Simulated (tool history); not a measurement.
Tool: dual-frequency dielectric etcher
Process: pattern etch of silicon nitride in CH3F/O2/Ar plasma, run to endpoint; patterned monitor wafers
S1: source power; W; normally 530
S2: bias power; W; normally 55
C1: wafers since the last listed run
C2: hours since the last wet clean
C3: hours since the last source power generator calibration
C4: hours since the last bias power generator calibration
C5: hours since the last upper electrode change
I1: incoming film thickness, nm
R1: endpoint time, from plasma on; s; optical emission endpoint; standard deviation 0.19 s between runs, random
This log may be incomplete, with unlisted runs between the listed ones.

run 1 hour=0.0 | S1=570 S2=45 | C1=0 C2=304.1 C3=3521.2 C4=4028.8 C5=4861.3 | I1=32.69 | R1=43.0
run 2 hour=11.0 | S1=570 S2=45 | C1=164 C2=315.1 C3=3532.2 C4=4039.8 C5=4872.3 | I1=32.75 | R1=43.1
run 3 hour=27.7 | S1=530 S2=55 | C1=249 C2=331.8 C3=3548.9 C4=4056.5 C5=4889.0 | I1=32.49 | R1=41.8
run 4 hour=39.0 | S1=530 S2=55 | C1=168 C2=343.1 C3=3560.2 C4=4067.8 C5=4900.3 | I1=32.76 | R1=42.2
-- hour=65.1 upper electrode replaced
run 5 hour=65.6 | S1=500 S2=64 | C1=38 C2=369.7 C3=3586.8 C4=4094.4 C5=0.5 | I1=33.12 | R1=42.4
run 6 hour=67.6 | S1=500 S2=64 | C1=29 C2=371.7 C3=3588.8 C4=4096.4 C5=2.5 | I1=32.49 | R1=41.2
run 7 hour=83.9 | S1=500 S2=64 | C1=243 C2=388.0 C3=3605.1 C4=4112.7 C5=18.8 | I1=32.67 | R1=41.3
run 8 hour=91.8 | S1=490 S2=67 | C1=117 C2=395.9 C3=3613.0 C4=4120.6 C5=26.7 | I1=32.55 | R1=41.3
run 9 hour=105.0 | S1=640 S2=68 | C1=196 C2=409.1 C3=3626.2 C4=4133.8 C5=39.9 | I1=32.60 | R1=37.0
-- hour=116.0 source power generator calibrated
-- hour=133.3 wet clean of the chamber
run 10 hour=133.8 | S1=430 S2=55 | C1=111 C2=0.5 C3=17.8 C4=4162.6 C5=68.7 | I1=32.44 | R1=43.8
run 11 hour=134.2 | S1=530 S2=55 | C1=5 C2=0.9 C3=18.2 C4=4163.0 C5=69.1 | I1=32.37 | R1=40.3
-- hour=140.6 bias power generator calibrated
run 12 hour=141.1 | S1=620 S2=50 | C1=43 C2=7.8 C3=25.1 C4=0.5 C5=76.0 | I1=32.83 | R1=38.9
-- hour=166.8 wet clean of the chamber, repeated, since the last time left the tool worse
run 13 hour=167.3 | S1=500 S2=64 | C1=32 C2=0.5 C3=51.3 C4=26.7 C5=102.2 | I1=32.56 | R1=42.3
run 14 hour=198.4 | S1=630 S2=55 | C1=464 C2=31.6 C3=82.4 C4=57.8 C5=133.3 | I1=32.83 | R1=40.2

Branching from run 14: 3 alternative next runs. What would each branch give?
run A hour=198.8 | S1=530 S2=69 | C1=5 C2=32.0 C3=82.8 C4=58.2 C5=133.7 | I1=32.50 | R1=?
run B hour=198.8 | S1=440 S2=68 | C1=5 C2=32.0 C3=82.8 C4=58.2 C5=133.7 | I1=32.50 | R1=?
run C hour=198.8 | S1=430 S2=64 | C1=5 C2=32.0 C3=82.8 C4=58.2 C5=133.7 | I1=32.50 | R1=?

run=A R1=40.7
run=B R1=43.9
run=C R1=45.0
Without the tool's hidden state the same runs would have given:
run=A R1=40.8
run=B R1=44.0
run=C R1=45.1
